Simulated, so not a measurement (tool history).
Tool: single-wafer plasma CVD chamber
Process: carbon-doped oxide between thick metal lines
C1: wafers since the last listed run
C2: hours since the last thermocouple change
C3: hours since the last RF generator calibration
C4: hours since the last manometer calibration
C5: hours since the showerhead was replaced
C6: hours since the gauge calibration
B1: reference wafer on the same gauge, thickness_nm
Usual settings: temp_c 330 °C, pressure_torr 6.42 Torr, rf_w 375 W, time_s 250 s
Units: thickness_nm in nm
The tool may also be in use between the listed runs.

{"run": 1, "day": 0.0, "temp_c": 330, "pressure_torr": 6.42, "rf_w": 375, "time_s": 250, "C1": 0, "C2": 1648.4, "C3": 2354.7, "C4": 33.8, "C5": 48.3, "C6": 246.8, "B1": 1121.083, "thickness_nm": 1111.367}
{"run": 2, "day": 1.338, "temp_c": 330, "pressure_torr": 5.28, "rf_w": 375, "time_s": 250, "C1": 307, "C2": 1680.5, "C3": 2386.8, "C4": 65.9, "C5": 80.4, "C6": 278.9, "B1": 1119.418, "thickness_nm": 1072.267}
{"run": 3, "day": 2.412, "temp_c": 330, "pressure_torr": 6.42, "rf_w": 375, "time_s": 250, "C1": 247, "C2": 1706.3, "C3": 2412.6, "C4": 91.7, "C5": 106.2, "C6": 304.7, "B1": 1119.517, "thickness_nm": 1110.099}
{"run": 4, "day": 3.538, "temp_c": 330, "pressure_torr": 6.42, "rf_w": 375, "time_s": 250, "C1": 258, "C2": 1733.3, "C3": 2439.6, "C4": 118.7, "C5": 133.2, "C6": 331.7, "B1": 1120.299, "thickness_nm": 1113.986}
{"run": 5, "day": 4.962, "temp_c": 330, "pressure_torr": 6.42, "rf_w": 375, "time_s": 250, "C1": 327, "C2": 1767.5, "C3": 2473.8, "C4": 152.9, "C5": 167.4, "C6": 365.9, "B1": 1120.813, "thickness_nm": 1119.664}
{"run": 6, "day": 5.721, "temp_c": 322, "pressure_torr": 5.87, "rf_w": 395, "time_s": 211, "C1": 174, "C2": 1785.7, "C3": 2492.0, "C4": 171.1, "C5": 185.6, "C6": 384.1, "B1": 1121.549, "thickness_nm": 994.567}
{"day": 6.067, "done": "RF generator calibrated"}
{"run": 7, "day": 6.604, "temp_c": 339, "pressure_torr": 5.23, "rf_w": 375, "time_s": 225, "C1": 126, "C2": 1806.9, "C3": 12.9, "C4": 192.3, "C5": 206.8, "C6": 405.3, "B1": 1120.73, "thickness_nm": 999.115}
{"run": 8, "day": 7.208, "temp_c": 338, "pressure_torr": 7.17, "rf_w": 375, "time_s": 299, "C1": 139, "C2": 1821.4, "C3": 27.4, "C4": 206.8, "C5": 221.3, "C6": 419.8, "B1": 1117.589, "thickness_nm": 1383.999}
{"day": 7.867, "done": "thermocouple changed; heater temperature recalibrated"}
{"run": 9, "day": 8.088, "temp_c": 342, "pressure_torr": 6.42, "rf_w": 375, "time_s": 250, "C1": 125, "C2": 5.3, "C3": 48.5, "C4": 227.9, "C5": 242.4, "C6": 440.9, "B1": 1118.813, "thickness_nm": 1126.514}
{"run": 10, "day": 8.65, "temp_c": 330, "pressure_torr": 5.71, "rf_w": 445, "time_s": 250, "C1": 129, "C2": 18.8, "C3": 62.0, "C4": 241.4, "C5": 255.9, "C6": 454.4, "B1": 1121.518, "thickness_nm": 1297.485}
{"run": 11, "day": 10.029, "temp_c": 330, "pressure_torr": 6.42, "rf_w": 375, "time_s": 250, "C1": 317, "C2": 51.9, "C3": 95.1, "C4": 274.5, "C5": 289.0, "C6": 487.5, "B1": 1120.378, "thickness_nm": 1159.47}
{"run": 12, "day": 11.079, "temp_c": 330, "pressure_torr": 6.42, "rf_w": 400, "time_s": 217, "C1": 241, "C2": 77.1, "C3": 120.3, "C4": 299.7, "C5": 314.2, "C6": 512.7, "B1": 1120.135, "thickness_nm": 1061.947}
{"run": 13, "day": 12.067, "temp_c": 330, "pressure_torr": 6.42, "rf_w": 375, "time_s": 250, "C1": 227, "C2": 100.8, "C3": 144.0, "C4": 323.4, "C5": 337.9, "C6": 536.4, "B1": 1119.832, "thickness_nm": 1166.201}
{"run": 14, "day": 13.317, "temp_c": 322, "pressure_torr": 7.2, "rf_w": 375, "time_s": 250, "C1": 287, "C2": 130.8, "C3": 174.0, "C4": 353.4, "C5": 367.9, "C6": 566.4, "B1": 1119.118, "thickness_nm": 1213.037}
{"run": 15, "day": 16.308, "temp_c": 324, "pressure_torr": 5.33, "rf_w": 375, "time_s": 250, "C1": 688, "C2": 202.6, "C3": 245.8, "C4": 425.2, "C5": 439.7, "C6": 638.2, "B1": 1119.984, "thickness_nm": 1146.837}
{"run": 16, "day": 17.183, "temp_c": 321, "pressure_torr": 6.42, "rf_w": 410, "time_s": 201, "C1": 201, "C2": 223.6, "C3": 266.8, "C4": 446.2, "C5": 460.7, "C6": 659.2, "B1": 1120.34, "thickness_nm": 1022.257}
{"day": 17.458, "done": "gauge calibrated"}
{"run": 17, "day": 17.829, "temp_c": 321, "pressure_torr": 5.3, "rf_w": 415, "time_s": 204, "C1": 148, "C2": 239.1, "C3": 282.3, "C4": 461.7, "C5": 476.2, "C6": 8.9, "B1": 1119.397, "thickness_nm": 1022.38}
{"run": 18, "day": 18.567, "temp_c": 330, "pressure_torr": 6.42, "rf_w": 330, "time_s": 250, "C1": 169, "C2": 256.8, "C3": 300.0, "C4": 479.4, "C5": 493.9, "C6": 26.6, "B1": 1122.099, "thickness_nm": 1046.952}
{"run": 19, "day": 19.783, "temp_c": 330, "pressure_torr": 6.42, "rf_w": 375, "time_s": 250, "C1": 280, "C2": 286.0, "C3": 329.2, "C4": 508.6, "C5": 523.1, "C6": 55.8, "B1": 1118.706, "thickness_nm": 1152.584}
{"run": 20, "day": 21.154, "temp_c": 330, "pressure_torr": 6.42, "rf_w": 375, "time_s": 250, "C1": 315, "C2": 318.9, "C3": 362.1, "C4": 541.5, "C5": 556.0, "C6": 88.7, "B1": 1121.377, "thickness_nm": 1146.88}
{"run": 21, "day": 22.2, "temp_c": 330, "pressure_torr": 6.42, "rf_w": 375, "time_s": 250, "C1": 240, "C2": 344.0, "C3": 387.2, "C4": 566.6, "C5": 581.1, "C6": 113.8, "B1": 1119.799, "thickness_nm": 1145.971}
{"run": 22, "day": 23.688, "temp_c": 330, "pressure_torr": 7.6, "rf_w": 355, "time_s": 250, "C1": 342, "C2": 379.7, "C3": 422.9, "C4": 602.3, "C5": 616.8, "C6": 149.5, "B1": 1120.666, "thickness_nm": 1108.137}
{"run": 23, "day": 24.496, "temp_c": 330, "pressure_torr": 6.42, "rf_w": 375, "time_s": 250, "C1": 186, "C2": 399.1, "C3": 442.3, "C4": 621.7, "C5": 636.2, "C6": 168.9, "B1": 1119.157, "thickness_nm": 1147.823}
{"run": 24, "day": 25.479, "temp_c": 330, "pressure_torr": 6.42, "rf_w": 375, "time_s": 250, "C1": 226, "C2": 422.7, "C3": 465.9, "C4": 645.3, "C5": 659.8, "C6": 192.5, "B1": 1119.48, "thickness_nm": 1144.276}
{"run": 25, "day": 26.525, "temp_c": 316, "pressure_torr": 6.42, "rf_w": 375, "time_s": 250, "C1": 240, "C2": 447.8, "C3": 491.0, "C4": 670.4, "C5": 684.9, "C6": 217.6, "B1": 1118.915, "thickness_nm": 1207.449}
{"run": 26, "day": 27.467, "temp_c": 316, "pressure_torr": 6.98, "rf_w": 375, "time_s": 250, "C1": 216, "C2": 470.4, "C3": 513.6, "C4": 693.0, "C5": 707.5, "C6": 240.2, "B1": 1120.675, "thickness_nm": 1210.247}
{"run": 27, "day": 28.838, "temp_c": 343, "pressure_torr": 7.64, "rf_w": 325, "time_s": 250, "C1": 315, "C2": 503.3, "C3": 546.5, "C4": 725.9, "C5": 740.4, "C6": 273.1, "B1": 1119.242, "thickness_nm": 993.027}

What the log doesn't show, run by run:
wafer temperature above the value expected at the setpoint (K): 0 in every run
true pressure above the setpoint (%): 0 in every run
gauge reads high (%): 0 in every run
H1: delivered RF power above the setpoint (%)
run=1 H1=-8.3
run=2 H1=-8.31
run=3 H1=-8.33
run=4 H1=-8.34
run=5 H1=-8.35
run=6 H1=-8.36
run=7 H1=-1.07
run=8 H1=-1.22
run=9 H1=-1.44
run=10 H1=-1.58
run=11 H1=-1.9
run=12 H1=-2.14
run=13 H1=-2.35
run=14 H1=-2.62
run=15 H1=-3.21
run=16 H1=-3.37
run=17 H1=-3.49
run=18 H1=-3.62
run=19 H1=-3.83
run=20 H1=-4.06
run=21 H1=-4.23
run=22 H1=-4.46
run=23 H1=-4.58
run=24 H1=-4.72
run=25 H1=-4.87
run=26 H1=-5
run=27 H1=-5.18
